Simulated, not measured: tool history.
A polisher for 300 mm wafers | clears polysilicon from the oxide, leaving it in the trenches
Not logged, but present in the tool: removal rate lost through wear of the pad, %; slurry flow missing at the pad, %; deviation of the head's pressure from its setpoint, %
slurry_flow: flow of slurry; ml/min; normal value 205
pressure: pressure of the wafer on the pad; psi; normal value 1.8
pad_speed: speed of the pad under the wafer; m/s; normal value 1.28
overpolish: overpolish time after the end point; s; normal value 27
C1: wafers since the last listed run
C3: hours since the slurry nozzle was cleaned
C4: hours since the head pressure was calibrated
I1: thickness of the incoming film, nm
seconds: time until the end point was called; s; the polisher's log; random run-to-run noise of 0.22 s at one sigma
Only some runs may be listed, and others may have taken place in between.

Run 1, hour 0.0: usual settings; C1 0; wafers polished on this pad 672; C3 477.0; C4 680.6; I1 347.1. Result: seconds 35.5 s.
At hour 10.9: worn pad replaced by a new one.
Run 2, hour 14.1: usual settings; C1 73; wafers polished on this pad 22; C3 491.1; C4 694.7; I1 350.2. Result: seconds 35.0 s.
Run 3, hour 21.2: usual settings but slurry_flow 180 ml/min; C1 51; wafers polished on this pad 74; C3 498.2; C4 701.8; I1 352.4. Result: seconds 35.9 s.
Run 4, hour 28.2: usual settings but slurry_flow 180 ml/min; C1 50; wafers polished on this pad 125; C3 505.2; C4 708.8; I1 356.0. Result: seconds 36.2 s.
Run 5, hour 34.7: usual settings; C1 47; wafers polished on this pad 172; C3 511.7; C4 715.3; I1 347.9. Result: seconds 35.1 s.
Run 6, hour 45.3: usual settings; C1 77; wafers polished on this pad 249; C3 522.3; C4 725.9; I1 351.0. Result: seconds 35.3 s.
Run 7, hour 54.1: usual settings; C1 63; wafers polished on this pad 313; C3 531.1; C4 734.7; I1 346.7. Result: seconds 35.2 s.
At hour 61.8: slurry nozzle cleaned.
Run 8, hour 70.3: usual settings but pad_speed 0.98 m/s; C1 110; wafers polished on this pad 424; C3 8.5; C4 750.9; I1 345.7. Result: seconds 44.1 s.
Run 9, hour 84.8: usual settings but pad_speed 1.00 m/s, overpolish 13 s; C1 105; wafers polished on this pad 529; C3 23.0; C4 765.4; I1 353.6. Result: seconds 45.2 s.
Run 10, hour 93.0: usual settings; C1 59; wafers polished on this pad 589; C3 31.2; C4 773.6; I1 352.7. Result: seconds 36.8 s.

What does the tool deliver on the next run?
At hour 120.6: head pressure recalibrated.
At hour 136.0: worn pad replaced by a new one.
Run 11, hour 136.5: usual settings but pressure 2.2 psi, overpolish 41 s; C1 272; wafers polished on this pad 3; C3 74.7; C4 15.9; I1 347.8. Result: seconds ?.

Run 11 yielded seconds 25.3 s.
Minus the tool's unlogged condition, the same run would have read seconds 25.2 s.

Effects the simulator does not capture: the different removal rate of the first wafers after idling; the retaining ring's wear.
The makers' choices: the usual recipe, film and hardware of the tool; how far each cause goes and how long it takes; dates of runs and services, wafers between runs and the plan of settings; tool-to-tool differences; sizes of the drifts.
